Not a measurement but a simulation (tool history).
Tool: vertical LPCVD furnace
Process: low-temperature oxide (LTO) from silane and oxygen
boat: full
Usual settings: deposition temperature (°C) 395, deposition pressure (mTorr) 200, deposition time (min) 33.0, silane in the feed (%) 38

run	hour	deposition temperature (°C)	deposition pressure (mTorr)	deposition time (min)	silane in the feed (%)	wafers since the last listed run	hours since the last temperature calibration	hours since the pressure gauge was zeroed	hours since the silane flow controller was replaced	hours since the gauge calibration	read-back reference wafer on the same gauge, thickness	film thickness on the monitor wafer in the middle of the boat (nm)
1	0.0	395	200	29.5	38	0	647.9	1943.0	4593.8	883.3	259.07	206.21
2	91.5	395	200	29.5	38	1697	739.4	2034.5	4685.3	974.8	258.88	206.51
3	152.7	395	200	29.5	38	1135	800.6	2095.7	4746.5	1036.0	258.98	205.13
4	223.5	395	200	33.0	38	1313	871.4	2166.5	4817.3	1106.8	258.92	231.11
5	260.4	395	200	33.0	38	684	908.3	2203.4	4854.2	1143.7	259.01	230.82
6	373.5	395	200	33.0	38	2098	1021.4	2316.5	4967.3	1256.8	258.94	231.43
7	443.8	395	200	33.0	38	1304	1091.7	2386.8	5037.6	1327.1	259.11	231.34
8	492.8	395	200	33.0	38	908	1140.7	2435.8	5086.6	1376.1	258.93	229.88
9	572.4	395	200	33.0	38	1476	1220.3	2515.4	5166.2	1455.7	258.92	231.24
10	671.3	395	200	33.0	36	1834	1319.2	2614.3	5265.1	1554.6	259.02	214.86
11	764.9	395	200	33.0	36	1736	1412.8	2707.9	5358.7	1648.2	258.88	214.83
12	837.5	395	200	33.0	36	1346	1485.4	2780.5	5431.3	1720.8	258.94	215.36
# hour 899.8: silane flow controller replaced
13	936.1	395	200	36.5	38	1383	1584.0	2879.1	36.3	1819.4	258.90	268.25
14	994.6	395	200	33.0	38	1085	1642.5	2937.6	94.8	1877.9	258.81	242.08
15	1089.9	388	180	33.0	34	1767	1737.8	3032.9	190.1	1973.2	259.00	173.49
16	1169.7	395	215	33.0	38	1480	1817.6	3112.7	269.9	2053.0	259.06	260.10
17	1216.9	387	200	33.0	38	875	1864.8	3159.9	317.1	2100.2	259.05	220.90
# hour 1246.0: pressure gauge zeroed
18	1277.6	388	180	33.0	34	680	1925.5	31.6	377.8	2160.9	259.03	172.74
19	1332.0	400	200	44.5	33	1009	1979.9	86.0	432.2	2215.3	259.02	284.69
20	1410.7	395	200	33.0	38	1459	2058.6	164.7	510.9	2294.0	259.01	241.10
# hour 1454.2: thermocouples replaced and temperature profile calibrated
21	1494.2	395	200	33.0	31	1103	40.0	248.2	594.4	2377.5	259.04	179.00
22	1548.5	395	200	33.0	38	1007	94.3	302.5	648.7	2431.8	258.99	238.23
# hour 1651.8: gauge calibrated
23	1653.4	395	200	33.0	36	1945	199.2	407.4	753.6	1.6	259.04	221.21
24	1715.1	395	220	33.0	38	1144	260.9	469.1	815.3	63.3	258.99	259.70
25	1820.7	386	235	20.0	35	1958	366.5	574.7	920.9	168.9	258.96	135.85
26	1906.7	392	200	33.0	42	1595	452.5	660.7	1006.9	254.9	259.04	259.71
27	1981.5	395	200	33.0	38	1387	527.3	735.5	1081.7	329.7	258.92	236.81
28	2130.6	395	185	33.0	41	2765	676.4	884.6	1230.8	478.8	258.98	240.21

The next listed run, before its measurement:
29	2232.1	404	200	33.0	34	1882	777.9	986.1	1332.3	580.3	?	?

{"run 29": {"read-back reference wafer on the same gauge, thickness": 259.04, "film thickness on the monitor wafer in the middle of the boat (nm)": 225.12}}
Without the tool's hidden state the same run would have given film thickness on the monitor wafer in the middle of the boat (nm) 230.96.
